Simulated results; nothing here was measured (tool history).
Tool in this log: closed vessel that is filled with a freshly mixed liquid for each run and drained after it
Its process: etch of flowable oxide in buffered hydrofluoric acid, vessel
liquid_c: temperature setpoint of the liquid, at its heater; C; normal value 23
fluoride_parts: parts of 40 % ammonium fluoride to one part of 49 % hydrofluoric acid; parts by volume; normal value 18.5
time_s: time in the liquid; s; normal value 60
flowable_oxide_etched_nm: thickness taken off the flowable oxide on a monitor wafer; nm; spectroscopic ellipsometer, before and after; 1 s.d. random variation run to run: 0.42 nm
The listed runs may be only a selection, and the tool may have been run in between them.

| run | hour | liquid_c | fluoride_parts | time_s | wafers since the last listed run | hours since the thermometer was replaced | hours since the hydrofluoric acid flow meter was replaced | hours since the gauge calibration | read-back film thickness of the flowable oxide reference wafer, read on the same gauge (nm) | flowable_oxide_etched_nm |
|---|---|---|---|---|---|---|---|---|---|---|
| 1 | 0 | 23 | 16.5 | 60 | 0 | 370.1 | 524.2 | 56.6 | 69.99 | 151.47 |
| 2 | 6.8 | 23 | 18.5 | 60 | 600 | 376.9 | 531 | 63.4 | 69.99 | 135.61 |
| 3 | 24.6 | 23 | 18.5 | 60 | 1572 | 394.7 | 548.8 | 81.2 | 69.98 | 136.35 |
| 4 | 34.3 | 23 | 18.5 | 60 | 857 | 404.4 | 558.5 | 90.9 | 69.98 | 135.66 |
| 5 | 44.8 | 23 | 18.5 | 60 | 927 | 414.9 | 569 | 101.4 | 70.01 | 136.08 |
| 6 | 55.4 | 23 | 18.5 | 60 | 936 | 425.5 | 579.6 | 112 | 69.97 | 137.25 |
| 7 | 71.5 | 23 | 18.5 | 60 | 1422 | 441.6 | 595.7 | 128.1 | 69.95 | 136.12 |
| 8 | 87.7 | 23 | 18.5 | 60 | 1431 | 457.8 | 611.9 | 144.3 | 70.04 | 137.38 |
| 9 | 95.5 | 23 | 18.5 | 60 | 689 | 465.6 | 619.7 | 152.1 | 70.05 | 137.27 |
| 10 | 105.5 | 23 | 18.5 | 60 | 883 | 475.6 | 629.7 | 162.1 | 70.02 | 136.56 |
| 11 | 116 | 23 | 18.5 | 60 | 927 | 486.1 | 640.2 | 172.6 | 70.01 | 136.13 |
| 12 | 131.9 | 23 | 18.5 | 60 | 1404 | 502 | 656.1 | 188.5 | 70.05 | 136.54 |
| 13 | 146.8 | 23 | 18.5 | 80 | 1316 | 516.9 | 671 | 203.4 | 70 | 182.89 |
|  | 151.8 | thermometer replaced |
| 14 | 163 | 27 | 26 | 35 | 1343 | 11.2 | 687.2 | 219.6 | 70.02 | 75.58 |
| 15 | 180 | 18 | 13.5 | 60 | 1502 | 28.2 | 704.2 | 236.6 | 70.02 | 141.43 |
|  | 181.7 | hydrofluoric acid flow meter replaced |
|  | 192.5 | gauge calibrated |
| 16 | 193.3 | 23 | 23.5 | 60 | 1086 | 41.5 | 11.6 | 0.8 | 70.01 | 107.42 |
| 17 | 206.6 | 23 | 11 | 60 | 1175 | 54.8 | 24.9 | 14.1 | 69.98 | 215.49 |
| 18 | 224.5 | 23 | 18.5 | 35 | 1581 | 72.7 | 42.8 | 32 | 69.99 | 75.77 |
| 19 | 236.6 | 21.5 | 21 | 70 | 1069 | 84.8 | 54.9 | 44.1 | 69.95 | 124.95 |
| 20 | 242.9 | 27.5 | 16 | 60 | 556 | 91.1 | 61.2 | 50.4 | 70.01 | 192.86 |

Branching from run 20: 4 alternative next runs. What would each branch give?
| A | 243.6 | 23 | 18.5 | 60 | 61 | 91.8 | 61.9 | 51.1 | ? | ? |
| B | 243.6 | 23 | 24 | 60 | 61 | 91.8 | 61.9 | 51.1 | ? | ? |
| C | 243.6 | 27.5 | 18.5 | 60 | 61 | 91.8 | 61.9 | 51.1 | ? | ? |
| D | 243.6 | 26 | 18.5 | 90 | 61 | 91.8 | 61.9 | 51.1 | ? | ? |

| run | read-back film thickness of the flowable oxide reference wafer, read on the same gauge (nm) | flowable_oxide_etched_nm |
|---|---|---|
| A | 70.01 | 130.31 |
| B | 70.01 | 106.17 |
| C | 70.01 | 166.36 |
| D | 70.01 | 230.2 |
Without the tool's hidden state the same runs would have given:
| run | flowable_oxide_etched_nm |
|---|---|
| A | 129.29 |
| B | 105.59 |
| C | 165.06 |
| D | 228.41 |
